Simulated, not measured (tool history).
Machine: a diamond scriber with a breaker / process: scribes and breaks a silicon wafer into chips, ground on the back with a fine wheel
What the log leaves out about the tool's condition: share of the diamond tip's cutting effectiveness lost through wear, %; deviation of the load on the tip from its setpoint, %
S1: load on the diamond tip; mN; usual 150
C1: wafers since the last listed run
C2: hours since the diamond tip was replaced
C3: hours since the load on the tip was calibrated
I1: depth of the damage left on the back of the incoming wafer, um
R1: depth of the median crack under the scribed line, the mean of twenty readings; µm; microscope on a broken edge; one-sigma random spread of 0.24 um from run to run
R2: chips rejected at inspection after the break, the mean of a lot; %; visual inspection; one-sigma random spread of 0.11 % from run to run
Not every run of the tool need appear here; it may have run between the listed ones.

{"run": 1, "hour": 0.0, "S1": 150, "C1": 0, "C2": 264.9, "C3": 138, "I1": 1.97, "R1": 11.52, "R2": 3.07}
{"run": 2, "hour": 16.3, "S1": 150, "C1": 51, "C2": 281.2, "C3": 154.3, "I1": 1.97, "R1": 11.12, "R2": 3.31}
{"run": 3, "hour": 33.3, "S1": 150, "C1": 53, "C2": 298.2, "C3": 171.3, "I1": 2.59, "R1": 11.7, "R2": 3.66}
{"run": 4, "hour": 44.1, "S1": 150, "C1": 34, "C2": 309, "C3": 182.1, "I1": 1.52, "R1": 11.41, "R2": 2.87}
{"run": 5, "hour": 55.9, "S1": 150, "C1": 37, "C2": 320.8, "C3": 193.9, "I1": 2.1, "R1": 11.14, "R2": 3.55}
{"run": 6, "hour": 62.2, "S1": 150, "C1": 19, "C2": 327.1, "C3": 200.2, "I1": 2.85, "R1": 11.06, "R2": 4.45}
{"run": 7, "hour": 75.8, "S1": 150, "C1": 42, "C2": 340.7, "C3": 213.8, "I1": 2.07, "R1": 11.22, "R2": 3.88}
{"run": 8, "hour": 82.9, "S1": 128, "C1": 22, "C2": 347.8, "C3": 220.9, "I1": 1.98, "R1": 10.46, "R2": 5.79}
{"run": 9, "hour": 91.6, "S1": 128, "C1": 27, "C2": 356.5, "C3": 229.6, "I1": 1.88, "R1": 10.39, "R2": 5.86}
{"run": 10, "hour": 101.6, "S1": 128, "C1": 31, "C2": 366.5, "C3": 239.6, "I1": 2.95, "R1": 10.3, "R2": 7.49}
{"run": 11, "hour": 118.2, "S1": 150, "C1": 52, "C2": 383.1, "C3": 256.2, "I1": 2.99, "R1": 11.22, "R2": 5.54}
{"run": 12, "hour": 130.0, "S1": 150, "C1": 37, "C2": 394.9, "C3": 268, "I1": 2.25, "R1": 10.69, "R2": 4.76}
{"run": 13, "hour": 143.5, "S1": 150, "C1": 42, "C2": 408.4, "C3": 281.5, "I1": 2.88, "R1": 10.89, "R2": 5.99}
{"run": 14, "hour": 195.3, "S1": 150, "C1": 163, "C2": 460.2, "C3": 333.3, "I1": 3, "R1": 10.66, "R2": 7.18}
{"run": 15, "hour": 207.6, "S1": 150, "C1": 38, "C2": 472.5, "C3": 345.6, "I1": 2.27, "R1": 10.55, "R2": 5.85}
{"run": 16, "hour": 225.1, "S1": 150, "C1": 55, "C2": 490, "C3": 363.1, "I1": 2.73, "R1": 10.54, "R2": 6.7}
{"run": 17, "hour": 235.2, "S1": 125, "C1": 31, "C2": 500.1, "C3": 373.2, "I1": 2.11, "R1": 9.88, "R2": 9.41}
{"run": 18, "hour": 246.7, "S1": 170, "C1": 36, "C2": 511.6, "C3": 384.7, "I1": 2.76, "R1": 10.89, "R2": 5.13}
{"run": 19, "hour": 255.1, "S1": 166, "C1": 26, "C2": 520, "C3": 393.1, "I1": 2.65, "R1": 11.21, "R2": 5.32}
{"hour": 272.1, "done": "diamond tip replaced by a new one"}
{"run": 20, "hour": 272.8, "S1": 128, "C1": 49, "C2": 0.7, "C3": 410.8, "I1": 2.56, "R1": 11.92, "R2": 3.87}
{"run": 21, "hour": 280.3, "S1": 150, "C1": 23, "C2": 8.2, "C3": 418.3, "I1": 1.9, "R1": 11.62, "R2": 2}
{"run": 22, "hour": 295.1, "S1": 194, "C1": 46, "C2": 23, "C3": 433.1, "I1": 2.47, "R1": 13.47, "R2": 2.37}
{"hour": 306.3, "done": "load on the tip recalibrated"}
{"run": 23, "hour": 310.9, "S1": 112, "C1": 43, "C2": 38.8, "C3": 4.6, "I1": 2.37, "R1": 11.2, "R2": 5.11}
{"run": 24, "hour": 324.7, "S1": 174, "C1": 43, "C2": 52.6, "C3": 18.4, "I1": 1.53, "R1": 13.06, "R2": 1.65}
{"run": 25, "hour": 334.1, "S1": 150, "C1": 29, "C2": 62, "C3": 27.8, "I1": 2.49, "R1": 11.74, "R2": 2.57}
{"run": 26, "hour": 350.4, "S1": 150, "C1": 51, "C2": 78.3, "C3": 44.1, "I1": 2.54, "R1": 12, "R2": 3.12}
{"run": 27, "hour": 357.5, "S1": 150, "C1": 22, "C2": 85.4, "C3": 51.2, "I1": 2.14, "R1": 11.81, "R2": 2.46}
{"run": 28, "hour": 368.6, "S1": 150, "C1": 35, "C2": 96.5, "C3": 62.3, "I1": 2.44, "R1": 11.91, "R2": 3.02}
{"run": 29, "hour": 378.0, "S1": 171, "C1": 29, "C2": 105.9, "C3": 71.7, "I1": 2.96, "R1": 12.44, "R2": 2.85}
{"run": 30, "hour": 389.2, "S1": 162, "C1": 35, "C2": 117.1, "C3": 82.9, "I1": 2.35, "R1": 12.23, "R2": 2.21}
{"run": 31, "hour": 400.9, "S1": 135, "C1": 36, "C2": 128.8, "C3": 94.6, "I1": 2.58, "R1": 11.47, "R2": 4.35}
{"run": 32, "hour": 408.6, "S1": 174, "C1": 24, "C2": 136.5, "C3": 102.3, "I1": 2.86, "R1": 12, "R2": 2.82}

What would each run have given without the hidden state, its run-to-run variation left as it was?
run=1 R1=12.75 R2=1.82
run=2 R1=12.38 R2=1.88
run=3 R1=13.1 R2=2.11
run=4 R1=12.82 R2=1.47
run=5 R1=12.57 R2=1.85
run=6 R1=12.5 R2=2.47
run=7 R1=12.75 R2=1.91
run=8 R1=11.91 R2=2.24
run=9 R1=11.86 R2=2.19
run=10 R1=11.8 R2=3.28
run=11 R1=12.93 R2=2.76
run=12 R1=12.37 R2=2.09
run=13 R1=12.66 R2=2.79
run=14 R1=12.62 R2=3.03
run=15 R1=12.55 R2=2.12
run=16 R1=12.62 R2=2.52
run=17 R1=11.88 R2=2.63
run=18 R1=13.14 R2=2.66
run=19 R1=13.56 R2=2.45
run=20 R1=12.39 R2=3.04
run=21 R1=12.1 R2=1.77
run=22 R1=14.09 R2=3.06
run=23 R1=11.78 R2=3.58
run=24 R1=13.79 R2=2.01
run=25 R1=12.43 R2=2.1
run=26 R1=12.77 R2=2.49
run=27 R1=12.59 R2=1.92
run=28 R1=12.75 R2=2.32
run=29 R1=13.35 R2=2.84
run=30 R1=13.17 R2=1.98
run=31 R1=12.4 R2=2.72
run=32 R1=13 R2=2.87

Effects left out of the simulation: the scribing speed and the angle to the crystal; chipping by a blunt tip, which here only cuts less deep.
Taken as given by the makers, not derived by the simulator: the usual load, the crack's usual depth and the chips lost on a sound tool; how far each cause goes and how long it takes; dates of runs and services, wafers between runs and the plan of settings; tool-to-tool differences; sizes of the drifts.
